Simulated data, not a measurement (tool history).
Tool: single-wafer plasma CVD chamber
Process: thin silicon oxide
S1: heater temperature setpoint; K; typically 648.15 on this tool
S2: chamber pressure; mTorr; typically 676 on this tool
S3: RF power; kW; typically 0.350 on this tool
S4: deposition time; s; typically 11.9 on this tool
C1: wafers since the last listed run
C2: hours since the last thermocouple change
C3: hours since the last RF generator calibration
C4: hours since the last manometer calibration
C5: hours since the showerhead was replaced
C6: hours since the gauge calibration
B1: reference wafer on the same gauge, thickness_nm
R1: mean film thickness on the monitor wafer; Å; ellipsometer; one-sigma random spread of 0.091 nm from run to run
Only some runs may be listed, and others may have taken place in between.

{"run": 1, "hour": 0.0, "S1": 648.15, "S2": 793, "S3": 0.35, "S4": 11.9, "C1": 0, "C2": 1308.4, "C3": 2344.0, "C4": 1320.5, "C5": 5203.8, "C6": 467.3, "B1": 20.111, "R1": 222.2}
{"run": 2, "hour": 23.7, "S1": 648.15, "S2": 793, "S3": 0.35, "S4": 11.9, "C1": 622, "C2": 1332.1, "C3": 2367.7, "C4": 1344.2, "C5": 5227.5, "C6": 491.0, "B1": 20.074, "R1": 219.75}
{"run": 3, "hour": 55.8, "S1": 648.15, "S2": 793, "S3": 0.35, "S4": 11.9, "C1": 843, "C2": 1364.2, "C3": 2399.8, "C4": 1376.3, "C5": 5259.6, "C6": 523.1, "B1": 20.108, "R1": 219.67}
{"run": 4, "hour": 76.6, "S1": 648.15, "S2": 676, "S3": 0.35, "S4": 11.9, "C1": 546, "C2": 1385.0, "C3": 2420.6, "C4": 1397.1, "C5": 5280.4, "C6": 543.9, "B1": 20.08, "R1": 187.97}
{"run": 5, "hour": 181.4, "S1": 648.15, "S2": 676, "S3": 0.35, "S4": 11.9, "C1": 2753, "C2": 1489.8, "C3": 2525.4, "C4": 1501.9, "C5": 5385.2, "C6": 648.7, "B1": 20.115, "R1": 186.68}
{"run": 6, "hour": 200.8, "S1": 648.15, "S2": 676, "S3": 0.35, "S4": 11.9, "C1": 509, "C2": 1509.2, "C3": 2544.8, "C4": 1521.3, "C5": 5404.6, "C6": 668.1, "B1": 20.093, "R1": 186.58}
{"run": 7, "hour": 218.4, "S1": 648.15, "S2": 676, "S3": 0.35, "S4": 11.9, "C1": 462, "C2": 1526.8, "C3": 2562.4, "C4": 1538.9, "C5": 5422.2, "C6": 685.7, "B1": 20.07, "R1": 186.63}
{"hour": 231.8, "done": "RF generator calibrated"}
{"run": 8, "hour": 238.0, "S1": 648.15, "S2": 676, "S3": 0.35, "S4": 11.9, "C1": 304, "C2": 1546.4, "C3": 6.2, "C4": 1558.5, "C5": 5441.8, "C6": 705.3, "B1": 20.124, "R1": 187.12}
{"run": 9, "hour": 272.3, "S1": 648.15, "S2": 676, "S3": 0.35, "S4": 11.9, "C1": 901, "C2": 1580.7, "C3": 40.5, "C4": 1592.8, "C5": 5476.1, "C6": 739.6, "B1": 20.095, "R1": 186.25}
{"hour": 288.3, "done": "thermocouple changed; heater temperature recalibrated"}
{"run": 10, "hour": 298.7, "S1": 648.15, "S2": 676, "S3": 0.35, "S4": 11.9, "C1": 483, "C2": 10.4, "C3": 66.9, "C4": 1619.2, "C5": 5502.5, "C6": 766.0, "B1": 20.102, "R1": 186.84}
{"run": 11, "hour": 328.5, "S1": 648.15, "S2": 676, "S3": 0.35, "S4": 11.9, "C1": 783, "C2": 40.2, "C3": 96.7, "C4": 1649.0, "C5": 5532.3, "C6": 795.8, "B1": 20.099, "R1": 186.17}
{"hour": 350.5, "done": "capacitance manometer re-zeroed and calibrated"}
{"run": 12, "hour": 367.3, "S1": 648.15, "S2": 676, "S3": 0.35, "S4": 11.9, "C1": 809, "C2": 79.0, "C3": 135.5, "C4": 16.8, "C5": 5571.1, "C6": 834.6, "B1": 20.094, "R1": 177.23}
{"hour": 381.7, "done": "gauge calibrated"}
{"run": 13, "hour": 383.8, "S1": 648.15, "S2": 748, "S3": 0.35, "S4": 11.9, "C1": 433, "C2": 95.5, "C3": 152.0, "C4": 33.3, "C5": 5587.6, "C6": 2.1, "B1": 20.13, "R1": 194.74}
{"run": 14, "hour": 419.6, "S1": 648.15, "S2": 793, "S3": 0.35, "S4": 11.9, "C1": 940, "C2": 131.3, "C3": 187.8, "C4": 69.1, "C5": 5623.4, "C6": 37.9, "B1": 20.061, "R1": 208.03}
{"run": 15, "hour": 451.5, "S1": 637.15, "S2": 676, "S3": 0.35, "S4": 11.9, "C1": 838, "C2": 163.2, "C3": 219.7, "C4": 101.0, "C5": 5655.3, "C6": 69.8, "B1": 20.089, "R1": 176.31}
{"run": 16, "hour": 466.9, "S1": 655.15, "S2": 821, "S3": 0.35, "S4": 13.3, "C1": 404, "C2": 178.6, "C3": 235.1, "C4": 116.4, "C5": 5670.7, "C6": 85.2, "B1": 20.071, "R1": 236.82}
{"run": 17, "hour": 488.2, "S1": 648.15, "S2": 676, "S3": 0.35, "S4": 11.9, "C1": 559, "C2": 199.9, "C3": 256.4, "C4": 137.7, "C5": 5692.0, "C6": 106.5, "B1": 20.1, "R1": 175.55}
{"run": 18, "hour": 505.9, "S1": 648.15, "S2": 826, "S3": 0.37, "S4": 11.9, "C1": 465, "C2": 217.6, "C3": 274.1, "C4": 155.4, "C5": 5709.7, "C6": 124.2, "B1": 20.115, "R1": 219.4}
{"hour": 523.0, "done": "capacitance manometer re-zeroed and calibrated, repeated, since the last time left the tool worse"}
{"hour": 535.3, "done": "showerhead replaced"}
{"run": 19, "hour": 536.8, "S1": 648.15, "S2": 676, "S3": 0.35, "S4": 11.9, "C1": 391, "C2": 248.5, "C3": 305.0, "C4": 13.8, "C5": 1.5, "C6": 155.1, "B1": 20.054, "R1": 193.44}
{"run": 20, "hour": 570.9, "S1": 657.15, "S2": 676, "S3": 0.35, "S4": 11.9, "C1": 896, "C2": 282.6, "C3": 339.1, "C4": 47.9, "C5": 35.6, "C6": 189.2, "B1": 20.087, "R1": 193.16}
{"run": 21, "hour": 584.6, "S1": 648.15, "S2": 676, "S3": 0.35, "S4": 11.9, "C1": 360, "C2": 296.3, "C3": 352.8, "C4": 61.6, "C5": 49.3, "C6": 202.9, "B1": 20.08, "R1": 194.19}
{"run": 22, "hour": 603.3, "S1": 648.15, "S2": 676, "S3": 0.35, "S4": 13.3, "C1": 491, "C2": 315.0, "C3": 371.5, "C4": 80.3, "C5": 68.0, "C6": 221.6, "B1": 20.107, "R1": 216.9}
{"run": 23, "hour": 616.5, "S1": 648.15, "S2": 676, "S3": 0.41, "S4": 11.9, "C1": 346, "C2": 328.2, "C3": 384.7, "C4": 93.5, "C5": 81.2, "C6": 234.8, "B1": 20.087, "R1": 207.18}
{"run": 24, "hour": 638.1, "S1": 634.15, "S2": 676, "S3": 0.35, "S4": 11.9, "C1": 567, "C2": 349.8, "C3": 406.3, "C4": 115.1, "C5": 102.8, "C6": 256.4, "B1": 20.111, "R1": 194.85}
{"run": 25, "hour": 658.9, "S1": 640.15, "S2": 676, "S3": 0.325, "S4": 13.6, "C1": 546, "C2": 370.6, "C3": 427.1, "C4": 135.9, "C5": 123.6, "C6": 277.2, "B1": 20.085, "R1": 214.94}
{"run": 26, "hour": 684.9, "S1": 656.15, "S2": 730, "S3": 0.405, "S4": 12.8, "C1": 683, "C2": 396.6, "C3": 453.1, "C4": 161.9, "C5": 149.6, "C6": 303.2, "B1": 20.091, "R1": 235.23}
{"run": 27, "hour": 712.4, "S1": 648.15, "S2": 676, "S3": 0.35, "S4": 11.9, "C1": 722, "C2": 424.1, "C3": 480.6, "C4": 189.4, "C5": 177.1, "C6": 330.7, "B1": 20.117, "R1": 193.64}
{"run": 28, "hour": 741.6, "S1": 656.15, "S2": 676, "S3": 0.285, "S4": 11.0, "C1": 767, "C2": 453.3, "C3": 509.8, "C4": 218.6, "C5": 206.3, "C6": 359.9, "B1": 20.106, "R1": 162.42}

Entry by entry between the runs, the difference in hidden state between the last listed run before and the first listed run after:
After run 7, before run 8: RF generator calibrated (hour 231.8)
  true pressure above the setpoint (%): -4.55 -> -4.6
  the result without the hidden state subtracted from the measured one, R1: -9.02 -> -9.16 Å
After run 9, before run 10: thermocouple changed; heater temperature recalibrated (hour 288.3)
  true pressure above the setpoint (%): -4.7 -> -4.78
  the result without the hidden state subtracted from the measured one, R1: -9.33 -> -9.51 Å
After run 11, before run 12: capacitance manometer re-zeroed and calibrated (hour 350.5)
  true pressure above the setpoint (%): -4.87 -> -9.95
  the result without the hidden state subtracted from the measured one, R1: -9.67 -> -19.84 Å
After run 12, before run 13: gauge calibrated (hour 381.7)
  true pressure above the setpoint (%): -9.95 -> -10
  the result without the hidden state subtracted from the measured one, R1: -19.84 -> -21.05 Å
After run 18, before run 19: capacitance manometer re-zeroed and calibrated, repeated, since the last time left the tool worse (hour 523.0); showerhead replaced (hour 535.3)
  true pressure above the setpoint (%): -10.4 -> -0.715
  the result without the hidden state subtracted from the measured one, R1: -22.83 -> -1.41 Å
